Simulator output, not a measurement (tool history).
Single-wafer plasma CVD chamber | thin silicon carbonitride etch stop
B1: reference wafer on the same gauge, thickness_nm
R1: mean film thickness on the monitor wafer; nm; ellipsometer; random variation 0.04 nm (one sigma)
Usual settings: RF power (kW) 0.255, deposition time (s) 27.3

Run 1, day 0: usual settings; B1 16.2. Result: R1 17.159 nm.
Run 2, day 0.542: usual settings; B1 16.207. Result: R1 17.093 nm.
Run 3, day 1.258: usual settings; B1 16.196. Result: R1 17.073 nm.
Run 4, day 2.079: usual settings; B1 16.21. Result: R1 17.144 nm.
Run 5, day 3.183: usual settings; B1 16.203. Result: R1 17.113 nm.
Run 6, day 4.575: usual settings; B1 16.197. Result: R1 17.091 nm.
Run 7, day 5.133: usual settings; B1 16.201. Result: R1 17.174 nm.
Run 8, day 5.967: usual settings; B1 16.193. Result: R1 17.132 nm.
Run 9, day 7.171: usual settings; B1 16.191. Result: R1 17.073 nm.
Run 10, day 8.583: usual settings but deposition time (s) 24.7; B1 16.2. Result: R1 15.452 nm.
Run 11, day 9.15: usual settings; B1 16.199. Result: R1 17.111 nm.
Run 12, day 10.179: usual settings but deposition time (s) 31; B1 16.203. Result: R1 19.456 nm.
Run 13, day 11.604: usual settings but deposition time (s) 31; B1 16.192. Result: R1 19.476 nm.
Run 14, day 12.35: usual settings but RF power (kW) 0.29, deposition time (s) 25.5; B1 16.19. Result: R1 16.344 nm.
Run 15, day 13.75: usual settings but RF power (kW) 0.285, deposition time (s) 24.9; B1 16.187. Result: R1 15.839 nm.
Run 16, day 15.138: usual settings; B1 16.182. Result: R1 17.081 nm.
Run 17, day 15.908: usual settings but RF power (kW) 0.285; B1 16.209. Result: R1 17.436 nm.
Run 18, day 17.212: usual settings but RF power (kW) 0.285, deposition time (s) 25.4; B1 16.19. Result: R1 16.156 nm.
Run 19, day 17.612: usual settings; B1 16.202. Result: R1 17.104 nm.
Run 20, day 18.517: usual settings but RF power (kW) 0.225, deposition time (s) 24.3; B1 16.194. Result: R1 14.898 nm.
Run 21, day 19.321: usual settings; B1 16.199. Result: R1 17.263 nm.
Run 22, day 19.921: usual settings but RF power (kW) 0.24, deposition time (s) 32.2; B1 16.193. Result: R1 20.143 nm.
Run 23, day 21.325: usual settings but RF power (kW) 0.235, deposition time (s) 23.1; B1 16.196. Result: R1 14.42 nm.
Run 24, day 22.646: usual settings but RF power (kW) 0.3; B1 16.195. Result: R1 17.67 nm.
Run 25, day 23.9: usual settings but RF power (kW) 0.22, deposition time (s) 32.3; B1 16.196. Result: R1 19.993 nm.
Run 26, day 24.775: usual settings but RF power (kW) 0.3, deposition time (s) 25.5; B1 16.202. Result: R1 16.476 nm.
Run 27, day 25.508: usual settings but RF power (kW) 0.23, deposition time (s) 30.6; B1 16.188. Result: R1 19.01 nm.
Run 28, day 26.946: usual settings; B1 16.201. Result: R1 17.231 nm.
Run 29, day 28.088: usual settings but RF power (kW) 0.295, deposition time (s) 24.4; B1 16.21. Result: R1 15.757 nm.
Run 30, day 28.921: usual settings; B1 16.216. Result: R1 17.217 nm.
Run 31, day 30.142: usual settings; B1 16.198. Result: R1 17.212 nm.
Run 32, day 30.933: usual settings but RF power (kW) 0.235, deposition time (s) 29.7; B1 16.203. Result: R1 18.405 nm.
Run 33, day 31.817: usual settings but RF power (kW) 0.21; B1 16.22. Result: R1 16.686 nm.
Run 34, day 32.417: usual settings but RF power (kW) 0.205, deposition time (s) 25.3; B1 16.219. Result: R1 15.416 nm.
Run 35, day 33.558: usual settings; B1 16.211. Result: R1 17.159 nm.

Not shown: 4 entries that the log had between the listed runs. Between which runs, and how does the tool's hidden state differ before and after?
Between runs 17 and 18: thermocouple changed; heater temperature recalibrated (day 16.542); showerhead replaced (day 17.192)
  delivered RF power above the setpoint (%): -6.71 -> -6.95
  measured less the result without the state, R1: -0.18 -> -0.173 nm
Between runs 20 and 21: RF generator calibrated (day 19.3)
  delivered RF power above the setpoint (%): -7.19 -> -0.742
  measured less the result without the state, R1: -0.165 -> -0.019 nm
Between runs 22 and 23: gauge calibrated (day 20.604)
  delivered RF power above the setpoint (%): -0.852 -> -1.11
  measured less the result without the state, R1: -0.026 -> -0.024 nm
